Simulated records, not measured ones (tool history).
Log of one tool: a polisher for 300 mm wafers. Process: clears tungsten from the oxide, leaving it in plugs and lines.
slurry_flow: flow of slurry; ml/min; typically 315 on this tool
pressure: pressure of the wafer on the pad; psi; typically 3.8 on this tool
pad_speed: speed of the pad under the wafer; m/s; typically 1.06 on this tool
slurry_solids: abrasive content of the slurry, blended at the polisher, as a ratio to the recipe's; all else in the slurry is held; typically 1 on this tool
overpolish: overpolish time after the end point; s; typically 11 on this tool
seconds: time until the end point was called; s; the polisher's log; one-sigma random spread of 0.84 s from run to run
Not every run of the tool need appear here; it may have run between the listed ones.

| run | day | slurry_flow | pressure | pad_speed | slurry_solids | overpolish | incoming thickness of the incoming film, nm | seconds |
|---|---|---|---|---|---|---|---|---|
| 1 | 0 | 315 | 3.8 | 1.16 | 1 | 11 | 369.9 | 65.6 |
| 2 | 2.283 | 315 | 3.8 | 1.16 | 1 | 11 | 370.5 | 66.2 |
|  | 2.546 | slurry blender recalibrated |
| 3 | 4.7 | 315 | 3.8 | 1.06 | 1 | 11 | 367.2 | 72.2 |
| 4 | 7.033 | 315 | 3.8 | 1.16 | 1.25 | 11 | 374 | 63.3 |
| 5 | 9.396 | 315 | 3.8 | 1.06 | 1 | 16 | 371 | 73.1 |
| 6 | 10.554 | 315 | 3.8 | 1.06 | 1.2 | 11 | 374.1 | 71.5 |
| 7 | 12.125 | 275 | 2.8 | 1.06 | 1 | 11 | 375.7 | 105.5 |
| 8 | 13.362 | 420 | 3.8 | 1.06 | 1 | 16 | 370.3 | 76.1 |
|  | 16.083 | worn pad replaced by a new one |
| 9 | 16.104 | 415 | 3.8 | 1.06 | 1 | 11 | 373.9 | 70.9 |
|  | 16.267 | slurry tank refilled with fresh slurry and peroxide |
|  | 17.342 | head pressure recalibrated |
| 10 | 17.608 | 405 | 3.8 | 0.72 | 1.2 | 11 | 376.9 | 99.3 |
| 11 | 19.146 | 315 | 3.8 | 1.06 | 1.3 | 11 | 372.5 | 65.2 |
|  | 20.192 | slurry nozzle cleaned |
| 12 | 20.583 | 315 | 3.8 | 1.06 | 1 | 11 | 374.1 | 72.6 |
|  | 23.088 | slurry blender recalibrated |
| 13 | 23.208 | 315 | 4.6 | 0.88 | 1 | 8 | 369.8 | 72.2 |
| 14 | 26.2 | 315 | 3.1 | 0.72 | 1.2 | 14 | 362.6 | 122.6 |
| 15 | 28.346 | 315 | 3.8 | 1.06 | 1 | 11 | 375.5 | 75.8 |
| 16 | 30.379 | 315 | 2.8 | 1.06 | 1 | 13 | 367.2 | 99.5 |
| 17 | 32.742 | 400 | 3.1 | 1.26 | 0.7 | 11 | 371.4 | 88.7 |
|  | 34.958 | worn pad replaced by a new one |
| 18 | 35.583 | 315 | 4.1 | 1.06 | 1 | 13 | 365.9 | 64.5 |
| 19 | 37.567 | 315 | 3.8 | 1.06 | 1 | 11 | 366.2 | 69.6 |
|  | 39.133 | slurry tank refilled with fresh slurry and peroxide |
| 20 | 40.521 | 275 | 4.4 | 1.06 | 0.75 | 6 | 369.8 | 68.3 |
|  | 42.588 | slurry blender recalibrated |
| 21 | 47.529 | 315 | 3.8 | 0.68 | 1.25 | 11 | 375 | 109.1 |
| 22 | 49.738 | 420 | 3.2 | 1.18 | 0.8 | 11 | 370.6 | 84 |
| 23 | 51.896 | 315 | 3.8 | 1.06 | 1 | 11 | 369.9 | 77 |
|  | 53.929 | slurry nozzle cleaned |
| 24 | 54.496 | 315 | 3.8 | 1.06 | 1 | 11 | 364.7 | 78.2 |
| 25 | 56.754 | 315 | 3.8 | 1.06 | 1 | 11 | 376.7 | 83.3 |

What if the next run were any one of these 5? Each begins from the tool's condition after run 25:
| A | 56.771 | 285 | 3.8 | 1.06 | 1 | 11 | 376.6 | ? |
| B | 56.771 | 315 | 3.8 | 1.3 | 1 | 5 | 376.6 | ? |
| C | 56.771 | 315 | 4.9 | 1.06 | 1 | 16 | 376.6 | ? |
| D | 56.771 | 315 | 3.8 | 1.06 | 0.8 | 11 | 376.6 | ? |
| E | 56.771 | 250 | 3.1 | 1.06 | 1 | 9 | 376.6 | ? |

| run | seconds |
|---|---|
| A | 84.2 |
| B | 68.2 |
| C | 64.9 |
| D | 89.5 |
| E | 104.1 |
Without the tool's unlogged condition, the same runs would have read:
| run | seconds |
|---|---|
| A | 73 |
| B | 59.2 |
| C | 56.3 |
| D | 77.7 |
| E | 90.3 |
